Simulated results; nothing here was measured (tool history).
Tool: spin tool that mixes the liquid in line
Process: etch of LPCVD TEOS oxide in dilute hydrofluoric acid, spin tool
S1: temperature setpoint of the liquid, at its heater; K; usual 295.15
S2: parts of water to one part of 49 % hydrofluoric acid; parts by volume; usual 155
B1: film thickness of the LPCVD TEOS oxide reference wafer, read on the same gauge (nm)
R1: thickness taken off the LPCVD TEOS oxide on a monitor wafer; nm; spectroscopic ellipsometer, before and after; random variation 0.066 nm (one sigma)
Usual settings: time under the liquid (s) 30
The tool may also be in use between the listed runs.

{"run": 1, "hour": 0.0, "S1": 295.15, "S2": 155, "time under the liquid (s)": 30, "B1": 49.99, "R1": 7.12}
{"run": 2, "hour": 27.9, "S1": 292.15, "S2": 155, "time under the liquid (s)": 30, "B1": 50.01, "R1": 6.35}
{"run": 3, "hour": 85.9, "S1": 292.15, "S2": 155, "time under the liquid (s)": 30, "B1": 50.02, "R1": 6.29}
{"run": 4, "hour": 124.3, "S1": 292.15, "S2": 155, "time under the liquid (s)": 30, "B1": 50.02, "R1": 6.28}
{"run": 5, "hour": 207.7, "S1": 295.15, "S2": 155, "time under the liquid (s)": 30, "B1": 50.03, "R1": 6.81}
{"run": 6, "hour": 247.2, "S1": 295.15, "S2": 155, "time under the liquid (s)": 30, "B1": 50.01, "R1": 6.95}
{"run": 7, "hour": 288.5, "S1": 295.15, "S2": 155, "time under the liquid (s)": 30, "B1": 50.01, "R1": 6.85}
{"run": 8, "hour": 317.5, "S1": 298.15, "S2": 155, "time under the liquid (s)": 30, "B1": 49.99, "R1": 7.59}
{"run": 9, "hour": 359.0, "S1": 295.15, "S2": 190, "time under the liquid (s)": 30, "B1": 49.97, "R1": 5.95}
{"run": 10, "hour": 535.1, "S1": 298.15, "S2": 155, "time under the liquid (s)": 35, "B1": 50.0, "R1": 9.77}
{"run": 11, "hour": 571.4, "S1": 298.15, "S2": 155, "time under the liquid (s)": 35, "B1": 50.01, "R1": 9.62}
{"run": 12, "hour": 629.9, "S1": 298.15, "S2": 155, "time under the liquid (s)": 35, "B1": 50.01, "R1": 9.58}
{"run": 13, "hour": 684.6, "S1": 295.15, "S2": 155, "time under the liquid (s)": 30, "B1": 49.98, "R1": 7.31}
{"run": 14, "hour": 731.8, "S1": 295.15, "S2": 155, "time under the liquid (s)": 30, "B1": 50.03, "R1": 7.26}
{"run": 15, "hour": 802.5, "S1": 292.15, "S2": 155, "time under the liquid (s)": 30, "B1": 50.0, "R1": 6.41}
{"run": 16, "hour": 854.3, "S1": 290.65, "S2": 105, "time under the liquid (s)": 30, "B1": 50.01, "R1": 9.28}
{"run": 17, "hour": 891.7, "S1": 295.15, "S2": 195, "time under the liquid (s)": 30, "B1": 50.01, "R1": 5.49}
{"run": 18, "hour": 936.4, "S1": 295.15, "S2": 210, "time under the liquid (s)": 15, "B1": 49.98, "R1": 2.46}
{"run": 19, "hour": 986.5, "S1": 295.15, "S2": 195, "time under the liquid (s)": 40, "B1": 50.02, "R1": 7.22}
{"run": 20, "hour": 1017.9, "S1": 295.15, "S2": 155, "time under the liquid (s)": 30, "B1": 50.0, "R1": 7.07}
{"run": 21, "hour": 1077.1, "S1": 295.15, "S2": 155, "time under the liquid (s)": 15, "B1": 50.0, "R1": 3.47}
{"run": 22, "hour": 1148.9, "S1": 295.15, "S2": 155, "time under the liquid (s)": 30, "B1": 49.98, "R1": 6.86}
{"run": 23, "hour": 1202.9, "S1": 295.15, "S2": 155, "time under the liquid (s)": 30, "B1": 50.01, "R1": 7.66}
{"run": 24, "hour": 1232.6, "S1": 290.15, "S2": 130, "time under the liquid (s)": 15, "B1": 50.01, "R1": 3.8}
{"run": 25, "hour": 1289.0, "S1": 295.15, "S2": 80, "time under the liquid (s)": 30, "B1": 50.0, "R1": 15.9}
{"run": 26, "hour": 1352.4, "S1": 290.15, "S2": 155, "time under the liquid (s)": 30, "B1": 50.01, "R1": 6.13}
{"run": 27, "hour": 1406.2, "S1": 297.65, "S2": 155, "time under the liquid (s)": 30, "B1": 49.99, "R1": 8.14}
{"run": 28, "hour": 1446.8, "S1": 292.65, "S2": 80, "time under the liquid (s)": 30, "B1": 49.99, "R1": 14.15}
{"run": 29, "hour": 1510.3, "S1": 298.15, "S2": 105, "time under the liquid (s)": 40, "B1": 50.0, "R1": 17.1}

Taken out of this log: 5 entries between the listed runs. Where each belongs, and how the hidden state differs across it:
Between runs 8 and 9: hydrofluoric acid flow meter replaced (hour 321.2)
  hydrofluoric acid flow below the setpoint (%): 9.97 -> 1.09
  measured less the result without the state, R1: -1.01 -> -0.07 nm
Between runs 9 and 10: thermometer replaced (hour 468.8); gauge calibrated (hour 479.0)
  hydrofluoric acid flow below the setpoint (%): 1.09 -> 2.96
  measured less the result without the state, R1: -0.07 -> -0.35 nm
Between runs 22 and 23: hydrofluoric acid flow meter replaced (hour 1193.4)
  hydrofluoric acid flow below the setpoint (%): 9.5 -> 0.897
  measured less the result without the state, R1: -0.86 -> -0.08 nm
Between runs 25 and 26: gauge calibrated (hour 1324.4)
  hydrofluoric acid flow below the setpoint (%): 1.81 -> 2.49
  measured less the result without the state, R1: -0.32 -> -0.18 nm
